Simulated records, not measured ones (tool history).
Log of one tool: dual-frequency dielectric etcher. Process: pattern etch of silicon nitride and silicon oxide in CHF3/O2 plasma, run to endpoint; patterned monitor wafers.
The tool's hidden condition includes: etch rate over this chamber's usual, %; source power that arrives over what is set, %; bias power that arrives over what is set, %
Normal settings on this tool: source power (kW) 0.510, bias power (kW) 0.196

run,day,source power (kW),bias power (kW),wafers since the last listed run,hours since the last wet clean,hours since the last source power generator calibration,hours since the last bias power generator calibration,hours since the last upper electrode change,"incoming incoming film thickness, nm",endpoint time (s)
1,0.000,0.510,0.196,0,285.0,2594.5,3966.5,5075.7,152.2,101.9
2,1.142,0.510,0.196,262,312.4,2621.9,3993.9,5103.1,153.8,103.4
3,3.142,0.510,0.196,459,360.4,2669.9,4041.9,5151.1,154.6,103.9
4,4.625,0.510,0.196,340,396.0,2705.5,4077.5,5186.7,155.3,105.3
5,5.742,0.510,0.196,256,422.8,2732.3,4104.3,5213.5,154.9,104.9
6,7.671,0.510,0.196,443,469.1,2778.6,4150.6,5259.8,153.3,103.7
# day 12.117: upper electrode replaced
# day 13.054: bias power generator calibrated
7,13.721,0.510,0.196,1121,614.3,2923.8,16.0,38.5,152.2,104.0
# day 16.042: wet clean of the chamber
8,16.062,0.510,0.196,308,0.5,2980.0,72.2,94.7,153.3,102.1
# day 17.179: source power generator calibrated
9,18.408,0.410,0.164,500,56.8,29.5,128.5,151.0,153.2,117.9
10,20.271,0.400,0.196,427,101.5,74.2,173.2,195.7,153.9,115.6
11,22.529,0.460,0.196,518,155.7,128.4,227.4,249.9,153.5,108.3
12,24.258,0.580,0.167,397,197.2,169.9,268.9,291.4,154.8,102.8

What will run 13 give?
13,26.138,0.460,0.235,431,242.3,215.0,314.0,336.5,154.5,?

endpoint time (s): 104.0
Had the tool carried no hidden state, the very same run would have given endpoint time (s) 101.8.
